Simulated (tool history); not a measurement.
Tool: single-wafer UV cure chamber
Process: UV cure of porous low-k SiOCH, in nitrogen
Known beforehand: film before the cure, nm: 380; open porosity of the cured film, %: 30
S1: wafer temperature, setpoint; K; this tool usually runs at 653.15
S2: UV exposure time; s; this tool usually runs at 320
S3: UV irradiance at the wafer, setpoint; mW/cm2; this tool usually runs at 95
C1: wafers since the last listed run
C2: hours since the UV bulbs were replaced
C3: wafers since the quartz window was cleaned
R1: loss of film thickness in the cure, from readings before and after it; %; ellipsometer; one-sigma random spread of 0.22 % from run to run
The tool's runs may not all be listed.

{"run": 1, "hour": 0.0, "S1": 653.15, "S2": 320, "S3": 95, "C1": 0, "C2": 1193.6, "C3": 1390, "R1": 15.057}
{"run": 2, "hour": 64.0, "S1": 653.15, "S2": 320, "S3": 95, "C1": 488, "C2": 1257.6, "C3": 1878, "R1": 14.841}
{"hour": 89.6, "done": "quartz window cleaned"}
{"run": 3, "hour": 135.5, "S1": 638.15, "S2": 320, "S3": 95, "C1": 484, "C2": 1329.1, "C3": 349, "R1": 14.661}
{"run": 4, "hour": 179.1, "S1": 638.15, "S2": 320, "S3": 95, "C1": 332, "C2": 1372.7, "C3": 682, "R1": 14.101}
{"run": 5, "hour": 209.3, "S1": 653.15, "S2": 320, "S3": 95, "C1": 230, "C2": 1402.9, "C3": 912, "R1": 14.735}
{"run": 6, "hour": 266.6, "S1": 653.15, "S2": 320, "S3": 95, "C1": 436, "C2": 1460.2, "C3": 1349, "R1": 14.75}
{"run": 7, "hour": 311.6, "S1": 653.15, "S2": 320, "S3": 95, "C1": 343, "C2": 1505.2, "C3": 1692, "R1": 14.501}
{"run": 8, "hour": 361.4, "S1": 653.15, "S2": 230, "S3": 95, "C1": 379, "C2": 1555, "C3": 2072, "R1": 13.012}
{"hour": 424.1, "done": "quartz window cleaned"}
{"run": 9, "hour": 427.3, "S1": 653.15, "S2": 230, "S3": 95, "C1": 441, "C2": 1620.9, "C3": 24, "R1": 12.857}
{"run": 10, "hour": 469.3, "S1": 653.15, "S2": 320, "S3": 95, "C1": 320, "C2": 1662.9, "C3": 344, "R1": 14.852}
{"run": 11, "hour": 499.4, "S1": 653.15, "S2": 320, "S3": 95, "C1": 229, "C2": 1693, "C3": 574, "R1": 14.522}
{"run": 12, "hour": 527.0, "S1": 653.15, "S2": 320, "S3": 95, "C1": 210, "C2": 1720.6, "C3": 784, "R1": 14.767}
{"run": 13, "hour": 560.5, "S1": 653.15, "S2": 320, "S3": 95, "C1": 255, "C2": 1754.1, "C3": 1040, "R1": 14.558}
{"run": 14, "hour": 604.3, "S1": 653.15, "S2": 320, "S3": 95, "C1": 334, "C2": 1797.9, "C3": 1374, "R1": 14.348}
{"run": 15, "hour": 641.5, "S1": 653.15, "S2": 320, "S3": 95, "C1": 283, "C2": 1835.1, "C3": 1657, "R1": 14.559}
{"hour": 682.1, "done": "quartz window cleaned"}
{"run": 16, "hour": 691.1, "S1": 653.15, "S2": 500, "S3": 120, "C1": 317, "C2": 1884.7, "C3": 68, "R1": 18.649}
{"run": 17, "hour": 722.2, "S1": 659.15, "S2": 320, "S3": 95, "C1": 237, "C2": 1915.8, "C3": 306, "R1": 14.745}
{"run": 18, "hour": 784.8, "S1": 653.15, "S2": 495, "S3": 95, "C1": 477, "C2": 1978.4, "C3": 783, "R1": 16.798}
{"hour": 811.7, "done": "UV bulbs replaced"}
{"run": 19, "hour": 847.1, "S1": 638.15, "S2": 320, "S3": 95, "C1": 414, "C2": 35.4, "C3": 1197, "R1": 15.351}
{"run": 20, "hour": 895.6, "S1": 653.15, "S2": 320, "S3": 95, "C1": 369, "C2": 83.9, "C3": 1567, "R1": 15.683}
{"run": 21, "hour": 933.7, "S1": 666.15, "S2": 440, "S3": 117, "C1": 290, "C2": 122, "C3": 1857, "R1": 18.907}
{"run": 22, "hour": 971.7, "S1": 653.15, "S2": 390, "S3": 71, "C1": 289, "C2": 160, "C3": 2147, "R1": 14.842}
{"hour": 990.4, "done": "quartz window cleaned"}
{"run": 23, "hour": 1042.4, "S1": 653.15, "S2": 320, "S3": 95, "C1": 478, "C2": 230.7, "C3": 396, "R1": 15.754}
{"run": 24, "hour": 1067.6, "S1": 661.15, "S2": 320, "S3": 95, "C1": 192, "C2": 255.9, "C3": 589, "R1": 15.668}
{"run": 25, "hour": 1106.7, "S1": 648.15, "S2": 245, "S3": 95, "C1": 298, "C2": 295, "C3": 887, "R1": 13.875}
{"run": 26, "hour": 1205.8, "S1": 663.15, "S2": 385, "S3": 80, "C1": 755, "C2": 394.1, "C3": 1642, "R1": 15.326}
{"hour": 1250.1, "done": "quartz window cleaned"}
{"run": 27, "hour": 1317.7, "S1": 653.15, "S2": 320, "S3": 95, "C1": 792, "C2": 506, "C3": 515, "R1": 15.214}
{"run": 28, "hour": 1342.3, "S1": 636.15, "S2": 320, "S3": 95, "C1": 187, "C2": 530.6, "C3": 702, "R1": 14.598}
{"run": 29, "hour": 1405.7, "S1": 669.15, "S2": 495, "S3": 110, "C1": 483, "C2": 594, "C3": 1186, "R1": 18.889}
{"run": 30, "hour": 1436.4, "S1": 659.15, "S2": 180, "S3": 64, "C1": 234, "C2": 624.7, "C3": 1420, "R1": 9.81}
{"run": 31, "hour": 1486.7, "S1": 667.15, "S2": 320, "S3": 73, "C1": 383, "C2": 675, "C3": 1804, "R1": 13.596}

5 ways to go on from here, each from the tool as it stands after run 31. What would each give?
{"run": "A", "hour": 1487.2, "S1": 653.15, "S2": 420, "S3": 95, "C1": 3, "C2": 675.5, "C3": 1807, "R1": "?"}
{"run": "B", "hour": 1487.2, "S1": 671.15, "S2": 235, "S3": 119, "C1": 3, "C2": 675.5, "C3": 1807, "R1": "?"}
{"run": "C", "hour": 1487.2, "S1": 653.15, "S2": 260, "S3": 95, "C1": 3, "C2": 675.5, "C3": 1807, "R1": "?"}
{"run": "D", "hour": 1487.2, "S1": 653.15, "S2": 425, "S3": 116, "C1": 3, "C2": 675.5, "C3": 1807, "R1": "?"}
{"run": "E", "hour": 1487.2, "S1": 671.15, "S2": 320, "S3": 95, "C1": 3, "C2": 675.5, "C3": 1807, "R1": "?"}

run=A R1=16.126
run=B R1=14.53
run=C R1=13.453
run=D R1=17.339
run=E R1=14.995
The same runs, with their run-to-run variation unchanged, on a tool lacking any hidden condition would have given:
run=A R1=17.66
run=B R1=16.029
run=C R1=14.927
run=D R1=18.893
run=E R1=16.505
